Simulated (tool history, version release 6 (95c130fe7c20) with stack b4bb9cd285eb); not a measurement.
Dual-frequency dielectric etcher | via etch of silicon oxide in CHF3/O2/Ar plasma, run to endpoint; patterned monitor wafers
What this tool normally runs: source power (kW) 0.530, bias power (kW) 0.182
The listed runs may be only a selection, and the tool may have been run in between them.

run,hour,source power (kW),bias power (kW),"incoming incoming film thickness, nm",endpoint time (s)
1,0.0,0.530,0.182,460.7,246.5
2,79.7,0.530,0.182,457.5,243.7
3,121.4,0.530,0.182,456.0,243.4
4,227.7,0.480,0.182,461.4,254.6
5,295.6,0.480,0.182,459.1,252.1
6,338.6,0.480,0.182,458.4,252.4
# hour 395.5: wet clean of the chamber
7,431.6,0.530,0.154,455.8,257.4
8,473.4,0.490,0.159,463.7,266.6
9,544.8,0.490,0.159,460.2,264.6
10,625.5,0.530,0.182,461.9,244.8
11,669.3,0.530,0.182,457.6,243.5
12,774.2,0.530,0.182,461.3,245.4
13,836.4,0.530,0.161,456.4,252.2
# hour 900.7: upper electrode replaced
# hour 910.8: wet clean of the chamber
14,911.3,0.530,0.161,458.7,255.1
15,999.2,0.530,0.182,449.9,238.7
# hour 1037.1: source power generator calibrated
16,1090.4,0.430,0.147,459.5,288.7
17,1150.9,0.530,0.150,461.3,271.3
# hour 1231.8: bias power generator calibrated
18,1249.8,0.530,0.161,460.8,263.0
19,1344.5,0.530,0.144,457.6,271.6
# hour 1411.7: wet clean of the chamber
20,1412.2,0.460,0.182,456.0,258.2
# hour 1460.5: source power generator calibrated, repeated, since the last time left the tool worse
21,1477.5,0.530,0.223,460.6,230.3
22,1581.1,0.640,0.138,456.5,255.9
23,1626.1,0.450,0.150,448.8,269.8
# hour 1892.9: wet clean of the chamber
24,1926.8,0.530,0.182,461.9,246.6
25,2006.0,0.530,0.182,452.2,242.2
26,2075.4,0.420,0.214,460.7,247.5
27,2174.5,0.530,0.213,458.8,231.1
28,2243.7,0.610,0.210,459.2,223.9

4 ways to go on from here, each from the tool as it stands after run 28. What would each give?
A,2244.2,0.530,0.168,456.8,?
B,2244.2,0.430,0.198,456.8,?
C,2244.2,0.490,0.213,456.8,?
D,2244.2,0.430,0.220,456.8,?

run,endpoint time (s)
A,250.7
B,249.7
C,234.6
D,239.9
Take away the tool's hidden state, keep each run's random variation, and the runs would have read:
run,endpoint time (s)
A,251.8
B,250.8
C,235.6
D,241.0

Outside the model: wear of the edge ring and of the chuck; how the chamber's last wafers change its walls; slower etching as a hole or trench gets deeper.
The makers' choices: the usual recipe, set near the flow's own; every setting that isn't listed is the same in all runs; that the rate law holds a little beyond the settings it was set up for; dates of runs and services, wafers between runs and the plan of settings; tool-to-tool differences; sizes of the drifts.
